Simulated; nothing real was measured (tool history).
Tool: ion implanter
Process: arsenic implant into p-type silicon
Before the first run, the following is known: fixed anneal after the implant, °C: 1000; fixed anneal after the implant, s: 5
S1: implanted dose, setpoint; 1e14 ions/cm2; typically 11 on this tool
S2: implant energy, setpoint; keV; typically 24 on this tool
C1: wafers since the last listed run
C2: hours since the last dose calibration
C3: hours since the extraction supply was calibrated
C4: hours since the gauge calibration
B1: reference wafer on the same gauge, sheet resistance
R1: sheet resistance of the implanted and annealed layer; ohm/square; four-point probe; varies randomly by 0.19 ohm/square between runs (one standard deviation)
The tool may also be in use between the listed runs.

run,hour,S1,S2,C1,C2,C3,C4,B1,R1
1,0,11,24,0,1847.1,4936.5,39.3,138.96,128.46
2,16.4,11,24,298,1863.5,4952.9,55.7,139.03,128.14
3,27.3,11,29.5,198,1874.4,4963.8,66.6,138.98,118.76
4,39.2,11,29.5,216,1886.3,4975.7,78.5,138.99,119.1
5,53.9,11,29.5,267,1901,4990.4,93.2,139,119.13
6,67.1,13.48,24,240,1914.2,5003.6,106.4,139.03,119.89
7,83.3,13.48,24,294,1930.4,5019.8,122.6,139.02,119.88
8,100.5,11,24,313,1947.6,5037,139.8,139.01,128.31
9,109.2,11,24,158,1956.3,5045.7,148.5,139.05,128.38
10,145.8,11,18.5,666,1992.9,5082.3,185.1,139.04,141.27
# hour 161.8: extraction supply calibrated
11,162.3,11,18.5,154,2009.4,0.5,201.6,139.01,141.53
12,171.1,11,18.5,160,2018.2,9.3,210.4,139.02,141.22
13,179.6,11,24,154,2026.7,17.8,218.9,138.98,128.51
14,194.4,11,18.5,269,2041.5,32.6,233.7,138.97,141.37
15,204.7,8.94,24,187,2051.8,42.9,244,138.97,141.23
16,223.2,9.87,24,336,2070.3,61.4,262.5,138.95,134.29
17,237.8,9.66,19,265,2084.9,76,277.1,138.96,146.43
# hour 246.5: gauge calibrated
18,250.4,11,24,229,2097.5,88.6,3.9,139.04,128.07
# hour 267.7: Faraday cup replaced and dose calibrated
19,268.2,12.26,16,178,0.5,106.4,21.7,138.94,144.68
20,281.8,11,24,247,14.1,120,35.3,139,128.15
21,293.7,9.81,24,216,26,131.9,47.2,139.05,134.84
22,300.5,11,31,123,32.8,138.7,54,139.01,117.05
23,308.9,11,24,152,41.2,147.1,62.4,138.99,128.21
24,326.7,14.1,24,323,59,164.9,80.2,138.99,118.68
25,333.3,11,24,120,65.6,171.5,86.8,138.95,128.48
26,342.7,12.32,30.5,171,75,180.9,96.2,139.01,112.07

Across each entry between runs, compare the hidden state at the last listed run before it with the hidden state at the first listed run after it:
Run 10 -> run 11: extraction supply calibrated (hour 161.8)
  no difference in the tool's unlogged condition between these two runs
Run 17 -> run 18: gauge calibrated (hour 246.5)
  no difference in the tool's unlogged condition between these two runs
Run 18 -> run 19: Faraday cup replaced and dose calibrated (hour 267.7)
  no difference in the tool's unlogged condition between these two runs

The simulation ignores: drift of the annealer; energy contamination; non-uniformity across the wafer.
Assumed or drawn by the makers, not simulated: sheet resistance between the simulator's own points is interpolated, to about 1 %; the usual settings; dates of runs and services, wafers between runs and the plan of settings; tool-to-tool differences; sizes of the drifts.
